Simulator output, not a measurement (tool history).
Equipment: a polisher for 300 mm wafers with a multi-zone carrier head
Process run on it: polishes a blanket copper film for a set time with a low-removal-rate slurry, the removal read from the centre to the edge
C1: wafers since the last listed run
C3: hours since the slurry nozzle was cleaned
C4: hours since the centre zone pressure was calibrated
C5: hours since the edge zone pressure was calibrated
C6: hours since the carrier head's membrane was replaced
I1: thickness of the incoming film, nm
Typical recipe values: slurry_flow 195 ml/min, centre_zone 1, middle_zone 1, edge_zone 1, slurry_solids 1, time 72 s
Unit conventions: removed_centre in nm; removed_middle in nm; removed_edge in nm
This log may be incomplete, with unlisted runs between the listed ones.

Run 1, hour 0: usual settings but centre_zone 0.92, middle_zone 0.91, slurry_solids 0.7; C1 0; wafers polished on this pad 451; C3 563.9; C4 1382.5; C5 795.8; C6 522.6; I1 1062.9. Result: removed_centre 134.1 nm, removed_middle 158.1 nm, removed_edge 170.1 nm.
Run 2, hour 9: usual settings; C1 77; wafers polished on this pad 528; C3 572.9; C4 1391.5; C5 804.8; C6 531.6; I1 1068.1. Result: removed_centre 167 nm, removed_middle 189.7 nm, removed_edge 189.8 nm.
At hour 23.9: edge zone pressure recalibrated.
Run 3, hour 24.4: usual settings but centre_zone 0.91; C1 115; wafers polished on this pad 644; C3 588.3; C4 1406.9; C5 0.5; C6 547; I1 1053. Result: removed_centre 151.4 nm, removed_middle 194.5 nm, removed_edge 191.2 nm.
At hour 32.7: carrier head's membrane replaced by a new one.
Run 4, hour 44.9: usual settings but centre_zone 0.95, middle_zone 0.95; C1 133; wafers polished on this pad 778; C3 608.8; C4 1427.4; C5 21; C6 12.2; I1 1076.9. Result: removed_centre 158.7 nm, removed_middle 186.4 nm, removed_edge 189.4 nm.
Run 5, hour 59.3: usual settings but slurry_solids 0.8, time 58 s; C1 124; wafers polished on this pad 902; C3 623.2; C4 1441.8; C5 35.4; C6 26.6; I1 1089. Result: removed_centre 121.8 nm, removed_middle 140.4 nm, removed_edge 142.1 nm.
At hour 81.6: worn pad replaced by a new one.
Run 6, hour 96.9: usual settings; C1 289; wafers polished on this pad 131; C3 660.8; C4 1479.4; C5 73; C6 64.2; I1 1066.2. Result: removed_centre 164.5 nm, removed_middle 191.2 nm, removed_edge 189.8 nm.
Run 7, hour 106.1: usual settings; C1 79; wafers polished on this pad 211; C3 670; C4 1488.6; C5 82.2; C6 73.4; I1 1093.9. Result: removed_centre 162.8 nm, removed_middle 188.6 nm, removed_edge 190.8 nm.
At hour 111.9: slurry nozzle cleaned.
Run 8, hour 120.7: usual settings; C1 117; wafers polished on this pad 328; C3 8.8; C4 1503.2; C5 96.8; C6 88; I1 1083.7. Result: removed_centre 174.5 nm, removed_middle 200.8 nm, removed_edge 199 nm.
At hour 129.9: centre zone pressure recalibrated.
Run 9, hour 135.8: usual settings but centre_zone 1.08, edge_zone 1.09, time 49 s; C1 112; wafers polished on this pad 441; C3 23.9; C4 5.9; C5 111.9; C6 103.1; I1 1055.8. Result: removed_centre 144.7 nm, removed_middle 134.7 nm, removed_edge 140.4 nm.
Run 10, hour 142: usual settings; C1 53; wafers polished on this pad 494; C3 30.1; C4 12.1; C5 118.1; C6 109.3; I1 1062.6. Result: removed_centre 194.7 nm, removed_middle 198.1 nm, removed_edge 196.2 nm.
Run 11, hour 155.2: usual settings; C1 113; wafers polished on this pad 608; C3 43.3; C4 25.3; C5 131.3; C6 122.5; I1 1066.4. Result: removed_centre 192.8 nm, removed_middle 198.8 nm, removed_edge 196.4 nm.
Run 12, hour 170.7: usual settings but time 90 s; C1 133; wafers polished on this pad 742; C3 58.8; C4 40.8; C5 146.8; C6 138; I1 1076.2. Result: removed_centre 244 nm, removed_middle 249.3 nm, removed_edge 246.2 nm.
At hour 185.5: worn pad replaced by a new one.
Run 13, hour 186: usual settings; C1 97; wafers polished on this pad 4; C3 74.1; C4 56.1; C5 162.1; C6 153.3; I1 1055.7. Result: removed_centre 193 nm, removed_middle 199.9 nm, removed_edge 196.4 nm.
Run 14, hour 190.9: usual settings but slurry_flow 260 ml/min, centre_zone 0.91, slurry_solids 0.75, time 54 s; C1 42; wafers polished on this pad 46; C3 79; C4 61; C5 167; C6 158.2; I1 1056.3. Result: removed_centre 123.9 nm, removed_middle 141.3 nm, removed_edge 137.3 nm.
Run 15, hour 215.6: usual settings but centre_zone 0.96; C1 213; wafers polished on this pad 259; C3 103.7; C4 85.7; C5 191.7; C6 182.9; I1 1070. Result: removed_centre 184.3 nm, removed_middle 198.6 nm, removed_edge 197 nm.
Run 16, hour 222.8: usual settings; C1 62; wafers polished on this pad 321; C3 110.9; C4 92.9; C5 198.9; C6 190.1; I1 1058.2. Result: removed_centre 189.3 nm, removed_middle 196.8 nm, removed_edge 195.5 nm.
Run 17, hour 229.6: usual settings; C1 58; wafers polished on this pad 380; C3 117.7; C4 99.7; C5 205.7; C6 196.9; I1 1074.6. Result: removed_centre 189.4 nm, removed_middle 201.5 nm, removed_edge 194.2 nm.
Run 18, hour 247: usual settings but time 92 s; C1 150; wafers polished on this pad 530; C3 135.1; C4 117.1; C5 223.1; C6 214.3; I1 1068.7. Result: removed_centre 242.6 nm, removed_middle 252.6 nm, removed_edge 253.5 nm.
Run 19, hour 263: usual settings but centre_zone 0.95, middle_zone 1.08, time 64 s; C1 138; wafers polished on this pad 668; C3 151.1; C4 133.1; C5 239.1; C6 230.3; I1 1081. Result: removed_centre 160.5 nm, removed_middle 183 nm, removed_edge 175.2 nm.
Run 20, hour 270: usual settings but slurry_flow 145 ml/min, edge_zone 0.94; C1 60; wafers polished on this pad 728; C3 158.1; C4 140.1; C5 246.1; C6 237.3; I1 1076.6. Result: removed_centre 177.4 nm, removed_middle 184.6 nm, removed_edge 183.6 nm.
Run 21, hour 277.3: usual settings but slurry_flow 225 ml/min, centre_zone 1.09, edge_zone 0.95, time 57 s; C1 62; wafers polished on this pad 791; C3 165.4; C4 147.4; C5 253.4; C6 244.6; I1 1075.7. Result: removed_centre 167.7 nm, removed_middle 157.7 nm, removed_edge 156.6 nm.
Run 22, hour 291.1: usual settings but middle_zone 1.05, edge_zone 0.95, slurry_solids 0.85, time 94 s; C1 119; wafers polished on this pad 910; C3 179.2; C4 161.2; C5 267.2; C6 258.4; I1 1066.9. Result: removed_centre 229.1 nm, removed_middle 252.2 nm, removed_edge 239.3 nm.

Forecast each of these 3 alternatives for the next run:
Run A, hour 291.5: usual settings but centre_zone 1.05; C1 3; wafers polished on this pad 914; C3 179.6; C4 161.6; C5 267.6; C6 258.8; I1 1079.7. Result: removed_centre ?, removed_middle ?, removed_edge ?.
Run B, hour 291.5: usual settings but centre_zone 1.06, edge_zone 1.08; C1 3; wafers polished on this pad 914; C3 179.6; C4 161.6; C5 267.6; C6 258.8; I1 1079.7. Result: removed_centre ?, removed_middle ?, removed_edge ?.
Run C, hour 291.5: usual settings but middle_zone 1.04, edge_zone 1.08, slurry_solids 0.85, time 58 s; C1 3; wafers polished on this pad 914; C3 179.6; C4 161.6; C5 267.6; C6 258.8; I1 1079.7. Result: removed_centre ?, removed_middle ?, removed_edge ?.

run  removed_centre  removed_middle  removed_edge
  A           194.5           199.1         196.6
  B           196.4             199         203.5
  C           140.7           154.8         154.7
With no hidden state in the tool, these same runs would have given:
run  removed_centre  removed_middle  removed_edge
  A           204.2           200.4         197.6
  B           206.1           200.4         204.6
  C           147.8           155.9         155.5
